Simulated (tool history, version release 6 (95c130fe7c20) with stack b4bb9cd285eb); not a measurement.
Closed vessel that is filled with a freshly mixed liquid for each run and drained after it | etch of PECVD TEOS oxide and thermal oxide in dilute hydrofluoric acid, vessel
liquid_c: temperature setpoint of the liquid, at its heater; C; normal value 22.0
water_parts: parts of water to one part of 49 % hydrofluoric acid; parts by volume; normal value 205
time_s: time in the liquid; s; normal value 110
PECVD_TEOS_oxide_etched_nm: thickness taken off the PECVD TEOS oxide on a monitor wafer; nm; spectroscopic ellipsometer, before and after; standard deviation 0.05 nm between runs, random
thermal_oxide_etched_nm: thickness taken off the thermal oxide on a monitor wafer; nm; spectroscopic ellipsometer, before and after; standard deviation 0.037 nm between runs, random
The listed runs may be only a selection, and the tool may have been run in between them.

run,hour,liquid_c,water_parts,time_s,wafers since the last listed run,hours since the thermometer was replaced,hours since the hydrofluoric acid flow meter was replaced,hours since the gauge calibration,"read-back film thickness of the PECVD TEOS oxide reference wafer, read on the same gauge (nm)","read-back film thickness of the thermal oxide reference wafer, read on the same gauge (nm)",PECVD_TEOS_oxide_etched_nm,thermal_oxide_etched_nm
1,0.0,22.0,255,60,0,94.2,417.9,1794.0,79.16,108.802,3.03,0.893
2,95.3,22.0,255,60,8895,189.5,513.2,1889.3,79.07,108.701,3.03,0.832
# hour 185.1: hydrofluoric acid flow meter replaced
3,185.8,22.0,205,110,8353,280.0,0.7,1979.8,78.93,108.518,7.27,2.026
4,280.0,22.0,205,110,8792,374.2,94.9,2074.0,78.79,108.368,7.25,2.038
5,321.1,22.0,205,110,3836,415.3,136.0,2115.1,78.74,108.333,7.21,2.065
6,396.9,22.0,300,110,7074,491.1,211.8,2190.9,78.65,108.156,4.49,1.279
7,476.5,24.5,270,90,7429,570.7,291.4,2270.5,78.54,108.042,4.59,1.292
8,574.3,23.5,250,60,9128,668.5,389.2,2368.3,78.38,107.787,3.29,0.925
9,614.1,22.0,205,110,3714,708.3,429.0,2408.1,78.36,107.755,7.20,2.070
10,679.4,19.0,140,85,6094,773.6,494.3,2473.4,78.27,107.610,7.80,2.219
11,782.4,18.5,275,55,9613,876.6,597.3,2576.4,78.11,107.366,2.19,0.616
# hour 787.4: hydrofluoric acid flow meter replaced
12,869.2,22.0,205,110,8008,963.4,81.8,2663.2,77.92,107.204,7.22,2.031
13,971.6,22.0,245,50,9557,1065.8,184.2,2765.6,77.78,106.961,2.63,0.746
14,1049.3,22.0,160,135,7252,1143.5,261.9,2843.3,77.66,106.791,11.76,3.269
# hour 1076.1: gauge calibrated
15,1141.0,22.0,285,130,8559,1235.2,353.6,64.9,79.68,109.523,5.80,1.649
16,1342.1,26.0,265,110,18770,1436.3,554.7,266.0,79.62,109.494,6.12,1.759
17,1429.9,22.0,205,110,8195,1524.1,642.5,353.8,79.65,109.447,7.26,2.078
# hour 1450.5: hydrofluoric acid flow meter replaced
18,1473.6,22.0,205,110,3985,1567.8,23.1,397.5,79.61,109.457,7.34,2.031
19,1566.7,22.0,205,110,8689,1660.9,116.2,490.6,79.60,109.396,7.38,1.998
20,1667.4,18.0,290,145,9399,1761.6,216.9,591.3,79.55,109.386,5.44,1.536
21,1760.7,19.5,205,110,8708,1854.9,310.2,684.6,79.57,109.348,6.64,1.933
22,1843.3,26.0,205,55,7709,1937.5,392.8,767.2,79.49,109.294,4.26,1.245
# hour 1912.5: thermometer replaced
23,1924.9,25.5,205,55,7522,12.4,474.4,848.8,79.45,109.248,4.14,1.159
24,1975.9,25.0,205,60,4760,63.4,525.4,899.8,79.42,109.213,4.44,1.296
25,2070.1,22.0,205,110,8792,157.6,619.6,994.0,79.40,109.102,7.38,2.073
# hour 2091.2: hydrofluoric acid flow meter replaced
26,2170.6,26.0,205,90,9287,258.1,79.4,1094.5,79.29,109.086,6.99,1.955

Here are 4 independent what-if runs from the current tool condition. What would each one return?
A,2171.3,22.0,205,110,65,258.8,80.1,1095.2,?,?,?,?
B,2171.3,26.5,275,60,65,258.8,80.1,1095.2,?,?,?,?
C,2171.3,22.0,250,135,65,258.8,80.1,1095.2,?,?,?,?
D,2171.3,20.5,150,75,65,258.8,80.1,1095.2,?,?,?,?

run,"read-back film thickness of the PECVD TEOS oxide reference wafer, read on the same gauge (nm)","read-back film thickness of the thermal oxide reference wafer, read on the same gauge (nm)",PECVD_TEOS_oxide_etched_nm,thermal_oxide_etched_nm
A,79.27,108.980,7.27,2.061
B,79.27,108.980,3.23,0.916
C,79.27,108.980,7.00,1.983
D,79.27,108.980,6.77,1.918
Had the tool no hidden state, the same runs would have come out as:
run,PECVD_TEOS_oxide_etched_nm,thermal_oxide_etched_nm
A,7.34,2.079
B,3.26,0.924
C,7.06,2.000
D,6.83,1.936

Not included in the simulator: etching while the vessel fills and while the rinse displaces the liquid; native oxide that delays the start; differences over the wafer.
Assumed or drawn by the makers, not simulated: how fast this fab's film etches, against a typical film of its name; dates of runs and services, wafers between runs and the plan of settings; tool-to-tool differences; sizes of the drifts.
